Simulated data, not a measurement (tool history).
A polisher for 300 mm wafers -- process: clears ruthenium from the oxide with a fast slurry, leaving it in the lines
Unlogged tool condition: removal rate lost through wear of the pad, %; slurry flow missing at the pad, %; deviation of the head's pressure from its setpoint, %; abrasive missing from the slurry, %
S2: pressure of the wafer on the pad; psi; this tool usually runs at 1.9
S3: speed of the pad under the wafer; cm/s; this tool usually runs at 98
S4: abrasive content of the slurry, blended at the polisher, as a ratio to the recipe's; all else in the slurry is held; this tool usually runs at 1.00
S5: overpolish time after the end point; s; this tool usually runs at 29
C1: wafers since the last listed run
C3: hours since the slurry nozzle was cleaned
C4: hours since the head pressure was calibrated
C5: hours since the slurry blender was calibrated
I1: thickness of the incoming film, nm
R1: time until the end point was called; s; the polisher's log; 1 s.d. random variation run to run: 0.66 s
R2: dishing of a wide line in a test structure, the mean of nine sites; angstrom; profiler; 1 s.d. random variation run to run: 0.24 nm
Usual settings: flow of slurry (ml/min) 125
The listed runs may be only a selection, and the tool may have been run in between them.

{"run": 1, "day": 0.0, "flow of slurry (ml/min)": 105, "S2": 1.9, "S3": 98, "S4": 1.0, "S5": 29, "C1": 0, "wafers polished on this pad": 7, "C3": 633.6, "C4": 233.0, "C5": 38.1, "I1": 129.4, "R1": 47.0, "R2": 231}
{"run": 2, "day": 0.412, "flow of slurry (ml/min)": 105, "S2": 1.9, "S3": 98, "S4": 1.0, "S5": 29, "C1": 152, "wafers polished on this pad": 160, "C3": 643.5, "C4": 242.9, "C5": 48.0, "I1": 131.5, "R1": 49.1, "R2": 231}
{"run": 3, "day": 0.775, "flow of slurry (ml/min)": 125, "S2": 1.9, "S3": 98, "S4": 1.0, "S5": 23, "C1": 134, "wafers polished on this pad": 294, "C3": 652.2, "C4": 251.6, "C5": 56.7, "I1": 131.3, "R1": 44.4, "R2": 225}
{"run": 4, "day": 1.192, "flow of slurry (ml/min)": 125, "S2": 1.9, "S3": 98, "S4": 1.0, "S5": 23, "C1": 154, "wafers polished on this pad": 448, "C3": 662.2, "C4": 261.6, "C5": 66.7, "I1": 130.6, "R1": 45.4, "R2": 225}
{"run": 5, "day": 1.521, "flow of slurry (ml/min)": 125, "S2": 1.3, "S3": 98, "S4": 1.0, "S5": 23, "C1": 121, "wafers polished on this pad": 570, "C3": 670.1, "C4": 269.5, "C5": 74.6, "I1": 128.8, "R1": 64.9, "R2": 199}
{"run": 6, "day": 1.95, "flow of slurry (ml/min)": 125, "S2": 1.9, "S3": 108, "S4": 1.0, "S5": 29, "C1": 158, "wafers polished on this pad": 729, "C3": 680.4, "C4": 279.8, "C5": 84.9, "I1": 130.8, "R1": 40.9, "R2": 239}
{"run": 7, "day": 2.588, "flow of slurry (ml/min)": 125, "S2": 1.9, "S3": 108, "S4": 1.0, "S5": 29, "C1": 236, "wafers polished on this pad": 965, "C3": 695.7, "C4": 295.1, "C5": 100.2, "I1": 130.2, "R1": 42.2, "R2": 235}
{"run": 8, "day": 3.208, "flow of slurry (ml/min)": 125, "S2": 1.9, "S3": 108, "S4": 1.0, "S5": 29, "C1": 229, "wafers polished on this pad": 1195, "C3": 710.6, "C4": 310.0, "C5": 115.1, "I1": 128.7, "R1": 40.7, "R2": 238}
{"day": 3.896, "done": "worn pad replaced by a new one"}
{"run": 9, "day": 3.917, "flow of slurry (ml/min)": 125, "S2": 1.9, "S3": 98, "S4": 1.0, "S5": 29, "C1": 200, "wafers polished on this pad": 7, "C3": 727.6, "C4": 327.0, "C5": 132.1, "I1": 128.3, "R1": 42.8, "R2": 234}
{"run": 10, "day": 4.467, "flow of slurry (ml/min)": 125, "S2": 1.9, "S3": 98, "S4": 1.0, "S5": 29, "C1": 203, "wafers polished on this pad": 211, "C3": 740.8, "C4": 340.2, "C5": 145.3, "I1": 129.0, "R1": 45.8, "R2": 230}
{"run": 11, "day": 4.767, "flow of slurry (ml/min)": 125, "S2": 1.9, "S3": 90, "S4": 1.0, "S5": 29, "C1": 111, "wafers polished on this pad": 322, "C3": 748.0, "C4": 347.4, "C5": 152.5, "I1": 130.2, "R1": 49.3, "R2": 229}
{"run": 12, "day": 5.438, "flow of slurry (ml/min)": 125, "S2": 1.9, "S3": 90, "S4": 1.0, "S5": 29, "C1": 248, "wafers polished on this pad": 570, "C3": 764.1, "C4": 363.5, "C5": 168.6, "I1": 128.1, "R1": 50.6, "R2": 229}
{"run": 13, "day": 5.696, "flow of slurry (ml/min)": 125, "S2": 1.9, "S3": 98, "S4": 1.0, "S5": 29, "C1": 95, "wafers polished on this pad": 666, "C3": 770.3, "C4": 369.7, "C5": 174.8, "I1": 127.2, "R1": 46.3, "R2": 237}
{"run": 14, "day": 6.0, "flow of slurry (ml/min)": 160, "S2": 1.5, "S3": 98, "S4": 1.0, "S5": 34, "C1": 112, "wafers polished on this pad": 779, "C3": 777.6, "C4": 377.0, "C5": 182.1, "I1": 132.5, "R1": 55.5, "R2": 233}
{"run": 15, "day": 6.55, "flow of slurry (ml/min)": 125, "S2": 1.9, "S3": 64, "S4": 1.0, "S5": 15, "C1": 203, "wafers polished on this pad": 982, "C3": 790.8, "C4": 390.2, "C5": 195.3, "I1": 129.4, "R1": 72.5, "R2": 152}
{"run": 16, "day": 7.075, "flow of slurry (ml/min)": 125, "S2": 1.9, "S3": 98, "S4": 1.3, "S5": 29, "C1": 194, "wafers polished on this pad": 1177, "C3": 803.4, "C4": 402.8, "C5": 207.9, "I1": 128.3, "R1": 41.4, "R2": 235}
{"day": 7.267, "done": "worn pad replaced by a new one"}
{"run": 17, "day": 7.812, "flow of slurry (ml/min)": 125, "S2": 1.9, "S3": 84, "S4": 1.0, "S5": 29, "C1": 211, "wafers polished on this pad": 201, "C3": 821.1, "C4": 420.5, "C5": 225.6, "I1": 130.6, "R1": 54.7, "R2": 223}
{"day": 8.054, "done": "slurry nozzle cleaned"}
{"run": 18, "day": 8.179, "flow of slurry (ml/min)": 125, "S2": 1.9, "S3": 122, "S4": 1.0, "S5": 29, "C1": 120, "wafers polished on this pad": 322, "C3": 3.0, "C4": 429.3, "C5": 234.4, "I1": 130.4, "R1": 34.2, "R2": 247}
{"day": 8.638, "done": "head pressure recalibrated"}
{"run": 19, "day": 8.858, "flow of slurry (ml/min)": 125, "S2": 1.9, "S3": 98, "S4": 1.0, "S5": 29, "C1": 220, "wafers polished on this pad": 542, "C3": 19.3, "C4": 5.3, "C5": 250.7, "I1": 131.2, "R1": 42.9, "R2": 235}
{"run": 20, "day": 9.221, "flow of slurry (ml/min)": 125, "S2": 1.9, "S3": 98, "S4": 1.0, "S5": 19, "C1": 134, "wafers polished on this pad": 676, "C3": 28.0, "C4": 14.0, "C5": 259.4, "I1": 128.0, "R1": 42.9, "R2": 211}
{"run": 21, "day": 9.583, "flow of slurry (ml/min)": 125, "S2": 1.9, "S3": 84, "S4": 1.0, "S5": 29, "C1": 134, "wafers polished on this pad": 811, "C3": 36.7, "C4": 22.7, "C5": 268.1, "I1": 130.7, "R1": 49.7, "R2": 231}
{"day": 9.942, "done": "slurry blender recalibrated"}
{"run": 22, "day": 10.112, "flow of slurry (ml/min)": 90, "S2": 1.9, "S3": 98, "S4": 1.1, "S5": 29, "C1": 165, "wafers polished on this pad": 976, "C3": 49.4, "C4": 35.4, "C5": 4.1, "I1": 129.3, "R1": 41.8, "R2": 237}
{"day": 10.338, "done": "worn pad replaced by a new one"}
{"run": 23, "day": 10.504, "flow of slurry (ml/min)": 125, "S2": 2.4, "S3": 98, "S4": 1.0, "S5": 29, "C1": 83, "wafers polished on this pad": 61, "C3": 58.8, "C4": 44.8, "C5": 13.5, "I1": 130.9, "R1": 30.6, "R2": 246}
{"run": 24, "day": 10.921, "flow of slurry (ml/min)": 125, "S2": 2.3, "S3": 74, "S4": 1.0, "S5": 29, "C1": 154, "wafers polished on this pad": 215, "C3": 68.8, "C4": 54.8, "C5": 23.5, "I1": 132.4, "R1": 44.1, "R2": 234}
{"run": 25, "day": 11.633, "flow of slurry (ml/min)": 125, "S2": 1.9, "S3": 98, "S4": 1.0, "S5": 29, "C1": 263, "wafers polished on this pad": 479, "C3": 85.9, "C4": 71.9, "C5": 40.6, "I1": 130.5, "R1": 38.8, "R2": 237}
{"run": 26, "day": 11.996, "flow of slurry (ml/min)": 155, "S2": 1.9, "S3": 110, "S4": 1.0, "S5": 43, "C1": 134, "wafers polished on this pad": 613, "C3": 94.6, "C4": 80.6, "C5": 49.3, "I1": 128.5, "R1": 33.0, "R2": 249}
{"run": 27, "day": 12.458, "flow of slurry (ml/min)": 125, "S2": 1.4, "S3": 118, "S4": 0.85, "S5": 29, "C1": 171, "wafers polished on this pad": 784, "C3": 105.7, "C4": 91.7, "C5": 60.4, "I1": 129.3, "R1": 49.7, "R2": 229}
{"day": 13.767, "done": "worn pad replaced by a new one"}
{"run": 28, "day": 14.442, "flow of slurry (ml/min)": 125, "S2": 1.5, "S3": 66, "S4": 1.3, "S5": 13, "C1": 672, "wafers polished on this pad": 250, "C3": 153.3, "C4": 139.3, "C5": 108.0, "I1": 131.4, "R1": 68.4, "R2": 144}
{"run": 29, "day": 15.125, "flow of slurry (ml/min)": 125, "S2": 2.1, "S3": 122, "S4": 1.2, "S5": 29, "C1": 253, "wafers polished on this pad": 503, "C3": 169.7, "C4": 155.7, "C5": 124.4, "I1": 131.0, "R1": 27.8, "R2": 246}

What was the tool's hidden state at every run in the log?
removal rate lost through wear of the pad, %: 0 in every run
deviation of the head's pressure from its setpoint, %: 0 in every run
H1: slurry flow missing at the pad, %
H2: abrasive missing from the slurry, %
run=1 H1=35.5 H2=2.51
run=2 H1=35.6 H2=2.68
run=3 H1=35.7 H2=2.86
run=4 H1=35.8 H2=3.1
run=5 H1=35.9 H2=3.33
run=6 H1=36 H2=3.66
run=7 H1=36.1 H2=4.22
run=8 H1=36.2 H2=4.86
run=9 H1=36.4 H2=5.7
run=10 H1=36.5 H2=6.43
run=11 H1=36.5 H2=6.86
run=12 H1=36.6 H2=7.89
run=13 H1=36.7 H2=8.32
run=14 H1=36.7 H2=8.84
run=15 H1=36.8 H2=9.83
run=16 H1=36.9 H2=10.8
run=17 H1=37 H2=12.4
run=18 H1=0.577 H2=13.2
run=19 H1=3.03 H2=14.8
run=20 H1=4.27 H2=15.7
run=21 H1=5.46 H2=16.6
run=22 H1=7.14 H2=0.19
run=23 H1=8.32 H2=0.223
run=24 H1=9.53 H2=0.297
run=25 H1=11.5 H2=0.515
run=26 H1=12.4 H2=0.671
run=27 H1=13.6 H2=0.914
run=28 H1=18 H2=2.51
run=29 H1=19.3 H2=3.27

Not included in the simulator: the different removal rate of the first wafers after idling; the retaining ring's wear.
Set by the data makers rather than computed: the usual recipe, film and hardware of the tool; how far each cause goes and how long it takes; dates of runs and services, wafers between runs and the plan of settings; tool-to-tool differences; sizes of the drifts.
